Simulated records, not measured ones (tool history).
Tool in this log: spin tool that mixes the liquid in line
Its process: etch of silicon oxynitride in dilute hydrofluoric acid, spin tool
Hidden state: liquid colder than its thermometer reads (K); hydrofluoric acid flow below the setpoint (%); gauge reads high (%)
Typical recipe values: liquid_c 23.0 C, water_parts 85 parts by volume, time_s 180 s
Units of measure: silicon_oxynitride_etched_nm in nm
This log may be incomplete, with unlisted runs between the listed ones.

run	hour	liquid_c	water_parts	time_s	wafers since the last listed run	hours since the thermometer was replaced	hours since the hydrofluoric acid flow meter was replaced	hours since the gauge calibration	read-back film thickness of the silicon oxynitride reference wafer, read on the same gauge (nm)	silicon_oxynitride_etched_nm
1	0.0	23.0	85	260	0	152.1	635.7	9.1	60.004	4.550
2	30.6	23.0	85	260	244	182.7	666.3	39.7	60.024	4.440
3	42.1	23.0	85	180	91	194.2	677.8	51.2	60.056	3.065
4	57.0	23.0	85	180	119	209.1	692.7	66.1	59.977	3.051
5	66.3	23.0	85	180	74	218.4	702.0	75.4	59.994	3.060
6	80.2	23.0	85	180	111	232.3	715.9	89.3	59.989	3.083
7	95.1	23.0	85	180	119	247.2	730.8	104.2	59.949	3.038
8	101.8	23.0	85	180	53	253.9	737.5	110.9	59.970	3.073
9	110.6	23.0	60	180	70	262.7	746.3	119.7	59.993	4.474
10	120.0	23.0	85	240	75	272.1	755.7	129.1	59.958	4.008
# hour 135.5: hydrofluoric acid flow meter replaced
11	137.2	23.0	85	240	129	289.3	1.7	146.3	59.996	4.611
12	152.7	23.0	85	180	123	304.8	17.2	161.8	59.988	3.533
13	205.3	23.0	85	180	420	357.4	69.8	214.4	60.028	3.452
14	214.2	23.0	85	180	71	366.3	78.7	223.3	60.001	3.446
15	228.0	23.0	85	180	110	380.1	92.5	237.1	60.030	3.357
# hour 237.4: gauge calibrated
16	242.7	23.0	85	180	117	394.8	107.2	5.3	60.003	3.368
17	254.8	23.0	85	180	96	406.9	119.3	17.4	60.032	3.399
18	272.7	26.0	85	180	143	424.8	137.2	35.3	59.972	3.915
19	287.0	23.0	85	180	114	439.1	151.5	49.6	59.994	3.394
20	297.0	23.0	85	180	79	449.1	161.5	59.6	60.020	3.346
21	307.2	23.0	85	180	81	459.3	171.7	69.8	60.016	3.386
22	325.1	20.0	95	150	143	477.2	189.6	87.7	59.986	2.180
23	331.6	23.0	85	180	51	483.7	196.1	94.2	60.042	3.382
# hour 346.6: thermometer replaced
24	347.1	26.5	75	180	115	0.5	211.6	109.7	59.973	4.468
25	358.4	21.5	85	180	90	11.8	222.9	121.0	59.983	3.075
26	369.0	23.0	85	180	84	22.4	233.5	131.6	59.997	3.322
27	382.9	23.0	85	180	111	36.3	247.4	145.5	59.999	3.337
28	394.6	23.0	85	180	93	48.0	259.1	157.2	59.997	3.304
29	409.7	23.0	85	215	120	63.1	274.2	172.3	60.012	4.000
30	418.9	26.5	70	95	73	72.3	283.4	181.5	59.982	2.571
31	426.0	25.0	75	180	56	79.4	290.5	188.6	60.042	4.150
32	433.8	21.5	105	105	62	87.2	298.3	196.4	59.961	1.430
33	449.8	23.0	105	180	127	103.2	314.3	212.4	60.062	2.618
34	463.9	26.5	85	180	112	117.3	328.4	226.5	59.983	3.873

What the log doesn't show, run by run:
liquid colder than its thermometer reads (K): 0 on each run
gauge reads high (%): 0 on each run
H1: hydrofluoric acid flow below the setpoint (%)
run	H1
1	10.9
2	11.4
3	11.6
4	11.9
5	12
6	12.3
7	12.5
8	12.6
9	12.8
10	12.9
11	0.902
12	1.16
13	2.05
14	2.2
15	2.43
16	2.68
17	2.89
18	3.19
19	3.43
20	3.6
21	3.77
22	4.07
23	4.18
24	4.44
25	4.63
26	4.81
27	5.05
28	5.24
29	5.5
30	5.65
31	5.77
32	5.9
33	6.17
34	6.41
